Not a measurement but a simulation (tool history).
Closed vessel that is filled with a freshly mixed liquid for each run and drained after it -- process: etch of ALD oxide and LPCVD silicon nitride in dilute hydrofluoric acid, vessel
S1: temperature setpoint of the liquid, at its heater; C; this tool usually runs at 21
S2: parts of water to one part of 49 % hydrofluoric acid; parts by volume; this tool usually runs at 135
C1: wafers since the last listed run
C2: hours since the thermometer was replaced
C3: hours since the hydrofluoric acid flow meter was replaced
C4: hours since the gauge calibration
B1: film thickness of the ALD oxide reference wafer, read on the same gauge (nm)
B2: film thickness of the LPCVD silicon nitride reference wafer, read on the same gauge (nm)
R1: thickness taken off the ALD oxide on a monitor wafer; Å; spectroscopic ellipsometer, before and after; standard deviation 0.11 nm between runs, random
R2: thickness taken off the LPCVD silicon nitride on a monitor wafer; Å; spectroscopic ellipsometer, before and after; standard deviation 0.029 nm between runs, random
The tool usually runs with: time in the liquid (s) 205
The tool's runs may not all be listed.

Run 1, hour 0: usual settings but S2 150 parts by volume; C1 0; C2 1295.4; C3 404.4; C4 1078.5; B1 109.99; B2 110.054. Result: R1 162.6 Å, R2 6.44 Å.
Run 2, hour 81.1: usual settings; C1 5976; C2 1376.5; C3 485.5; C4 1159.6; B1 110.01; B2 109.992. Result: R1 180.3 Å, R2 6.91 Å.
Run 3, hour 126.6: usual settings; C1 3352; C2 1422; C3 531; C4 1205.1; B1 109.98; B2 109.996. Result: R1 179 Å, R2 7.02 Å.
Run 4, hour 188.4: usual settings; C1 4553; C2 1483.8; C3 592.8; C4 1266.9; B1 109.97; B2 109.98. Result: R1 178.8 Å, R2 6.77 Å.
Run 5, hour 280.9: usual settings; C1 6816; C2 1576.3; C3 685.3; C4 1359.4; B1 109.96; B2 109.969. Result: R1 178.9 Å, R2 6.27 Å.
Run 6, hour 343.5: usual settings but S1 19.5 C; C1 4612; C2 1638.9; C3 747.9; C4 1422; B1 110; B2 110.004. Result: R1 168.5 Å, R2 6.38 Å.
Run 7, hour 446.8: usual settings but S2 110 parts by volume; C1 7611; C2 1742.2; C3 851.2; C4 1525.3; B1 109.98; B2 109.954. Result: R1 222.2 Å, R2 8.08 Å.
At hour 469.2: gauge calibrated.
At hour 503.4: hydrofluoric acid flow meter replaced.
Run 8, hour 550.5: usual settings but S2 110 parts by volume; C1 7567; C2 1845.9; C3 47.1; C4 81.3; B1 110; B2 109.957. Result: R1 232.3 Å, R2 8.42 Å.
Run 9, hour 590.9: usual settings but S2 110 parts by volume; C1 2976; C2 1886.3; C3 87.5; C4 121.7; B1 110; B2 109.997. Result: R1 231.4 Å, R2 9.11 Å.
At hour 655.1: thermometer replaced.
Run 10, hour 658.2: usual settings; C1 4885; C2 3.1; C3 154.8; C4 189; B1 109.97; B2 109.987. Result: R1 182.4 Å, R2 7.02 Å.
Run 11, hour 723.3: usual settings but S1 24.5 C, time in the liquid (s) 120; C1 4797; C2 68.2; C3 219.9; C4 254.1; B1 109.98; B2 110.031. Result: R1 122.3 Å, R2 5.3 Å.
Run 12, hour 805.9: usual settings but S1 17 C, S2 90 parts by volume; C1 6086; C2 150.8; C3 302.5; C4 336.7; B1 110; B2 109.995. Result: R1 243.3 Å, R2 7.64 Å.
Run 13, hour 893.6: usual settings but S1 19.5 C, S2 85 parts by volume; C1 6462; C2 238.5; C3 390.2; C4 424.4; B1 109.99; B2 109.994. Result: R1 287.9 Å, R2 10.81 Å.
Run 14, hour 976.4: usual settings but S1 17 C; C1 6101; C2 321.3; C3 473; C4 507.2; B1 109.98; B2 109.966. Result: R1 154.3 Å, R2 5.6 Å.
Run 15, hour 1013.5: usual settings but S1 26 C, S2 185 parts by volume; C1 2733; C2 358.4; C3 510.1; C4 544.3; B1 109.97; B2 109.991. Result: R1 150.8 Å, R2 6.85 Å.
Run 16, hour 1071.4: usual settings but time in the liquid (s) 240; C1 4266; C2 416.3; C3 568; C4 602.2; B1 109.96; B2 109.961. Result: R1 211.3 Å, R2 8.52 Å.
Run 17, hour 1126.6: usual settings but time in the liquid (s) 130; C1 4067; C2 471.5; C3 623.2; C4 657.4; B1 109.96; B2 110.05. Result: R1 113.9 Å, R2 4.16 Å.
Run 18, hour 1230.7: usual settings but S1 17 C; C1 7670; C2 575.6; C3 727.3; C4 761.5; B1 110; B2 110.035. Result: R1 150.8 Å, R2 5.27 Å.
Run 19, hour 1266.9: usual settings; C1 2667; C2 611.8; C3 763.5; C4 797.7; B1 110.02; B2 109.993. Result: R1 177.1 Å, R2 7.19 Å.
Run 20, hour 1325.8: usual settings; C1 4340; C2 670.7; C3 822.4; C4 856.6; B1 109.96; B2 110.018. Result: R1 178 Å, R2 6.85 Å.

5 options for the next run, each taken on its own from the tool as it stands now. Forecast them:
Run A, hour 1326.5: usual settings; C1 51; C2 671.4; C3 823.1; C4 857.3; B1 ?; B2 ?. Result: R1 ?, R2 ?.
Run B, hour 1326.5: usual settings but S1 17 C, S2 175 parts by volume, time in the liquid (s) 315; C1 51; C2 671.4; C3 823.1; C4 857.3; B1 ?; B2 ?. Result: R1 ?, R2 ?.
Run C, hour 1326.5: usual settings but S2 90 parts by volume; C1 51; C2 671.4; C3 823.1; C4 857.3; B1 ?; B2 ?. Result: R1 ?, R2 ?.
Run D, hour 1326.5: usual settings but S1 18 C, S2 200 parts by volume, time in the liquid (s) 320; C1 51; C2 671.4; C3 823.1; C4 857.3; B1 ?; B2 ?. Result: R1 ?, R2 ?.
Run E, hour 1326.5: usual settings but S1 17 C, S2 65 parts by volume, time in the liquid (s) 145; C1 51; C2 671.4; C3 823.1; C4 857.3; B1 ?; B2 ?. Result: R1 ?, R2 ?.

run      B1       B2     R1     R2
  A  109.99  110.006  178.4   6.89
  B  109.99  110.006  172.9   6.29
  C  109.99  110.006  281.9  10.24
  D  109.99  110.006  156.1   6.01
  E  109.99  110.006  240.3   7.54
Take away the tool's hidden state, keep each run's random variation, and the runs would have read:
run     R1     R2
  A  185.6   7.12
  B    180    6.5
  C  292.9  10.59
  D  162.7   6.21
  E  249.4    7.8

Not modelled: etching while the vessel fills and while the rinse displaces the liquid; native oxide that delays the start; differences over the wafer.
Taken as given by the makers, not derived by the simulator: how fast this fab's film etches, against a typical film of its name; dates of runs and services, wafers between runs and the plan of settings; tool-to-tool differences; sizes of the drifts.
